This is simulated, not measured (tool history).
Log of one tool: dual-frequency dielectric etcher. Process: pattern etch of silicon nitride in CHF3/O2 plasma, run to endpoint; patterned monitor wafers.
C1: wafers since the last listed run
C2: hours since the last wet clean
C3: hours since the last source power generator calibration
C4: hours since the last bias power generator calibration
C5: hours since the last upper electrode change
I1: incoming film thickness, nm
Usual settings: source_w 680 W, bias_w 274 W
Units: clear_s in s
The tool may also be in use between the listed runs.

run 1 hour=0.0 | source_w=680 bias_w=274 | C1=0 C2=331.9 C3=3341.4 C4=2326.6 C5=3771.9 | I1=99.4 | clear_s=55.1
run 2 hour=18.9 | source_w=680 bias_w=274 | C1=158 C2=350.8 C3=3360.3 C4=2345.5 C5=3790.8 | I1=99.8 | clear_s=55.4
run 3 hour=37.8 | source_w=790 bias_w=274 | C1=158 C2=369.7 C3=3379.2 C4=2364.4 C5=3809.7 | I1=98.6 | clear_s=52.1
run 4 hour=59.3 | source_w=790 bias_w=274 | C1=180 C2=391.2 C3=3400.7 C4=2385.9 C5=3831.2 | I1=98.5 | clear_s=51.6
run 5 hour=72.4 | source_w=780 bias_w=274 | C1=109 C2=404.3 C3=3413.8 C4=2399.0 C5=3844.3 | I1=99.3 | clear_s=52.4
run 6 hour=96.5 | source_w=780 bias_w=274 | C1=202 C2=428.4 C3=3437.9 C4=2423.1 C5=3868.4 | I1=99.9 | clear_s=52.4
run 7 hour=113.0 | source_w=780 bias_w=274 | C1=138 C2=444.9 C3=3454.4 C4=2439.6 C5=3884.9 | I1=98.9 | clear_s=52.3
-- hour=125.5 bias power generator calibrated
run 8 hour=132.7 | source_w=770 bias_w=327 | C1=131 C2=464.6 C3=3474.1 C4=7.2 C5=3904.6 | I1=98.6 | clear_s=49.7
-- hour=157.7 source power generator calibrated
run 9 hour=158.3 | source_w=680 bias_w=274 | C1=181 C2=490.2 C3=0.6 C4=32.8 C5=3930.2 | I1=98.0 | clear_s=53.8
run 10 hour=181.9 | source_w=840 bias_w=225 | C1=198 C2=513.8 C3=24.2 C4=56.4 C5=3953.8 | I1=97.2 | clear_s=52.1
run 11 hour=203.4 | source_w=790 bias_w=274 | C1=180 C2=535.3 C3=45.7 C4=77.9 C5=3975.3 | I1=99.7 | clear_s=51.9
-- hour=243.7 upper electrode replaced
-- hour=245.4 wet clean of the chamber
run 12 hour=245.9 | source_w=600 bias_w=314 | C1=141 C2=0.5 C3=88.2 C4=120.4 C5=2.2 | I1=98.3 | clear_s=55.7
run 13 hour=305.9 | source_w=830 bias_w=298 | C1=503 C2=60.5 C3=148.2 C4=180.4 C5=62.2 | I1=98.8 | clear_s=50.5
run 14 hour=322.6 | source_w=680 bias_w=245 | C1=140 C2=77.2 C3=164.9 C4=197.1 C5=78.9 | I1=98.7 | clear_s=57.5
run 15 hour=356.9 | source_w=680 bias_w=219 | C1=287 C2=111.5 C3=199.2 C4=231.4 C5=113.2 | I1=98.7 | clear_s=58.2
run 16 hour=390.8 | source_w=840 bias_w=302 | C1=284 C2=145.4 C3=233.1 C4=265.3 C5=147.1 | I1=98.1 | clear_s=49.4

Forecast each of these 3 alternatives for the next run:
run A hour=391.2 | source_w=680 bias_w=274 | C1=3 C2=145.8 C3=233.5 C4=265.7 C5=147.5 | I1=99.4 | clear_s=?
run B hour=391.2 | source_w=600 bias_w=224 | C1=3 C2=145.8 C3=233.5 C4=265.7 C5=147.5 | I1=99.4 | clear_s=?
run C hour=391.2 | source_w=600 bias_w=298 | C1=3 C2=145.8 C3=233.5 C4=265.7 C5=147.5 | I1=99.4 | clear_s=?

run=A clear_s=55.7
run=B clear_s=61.5
run=C clear_s=57.1
Without the tool's hidden state the same runs would have given:
run=A clear_s=56.3
run=B clear_s=62.1
run=C clear_s=57.6
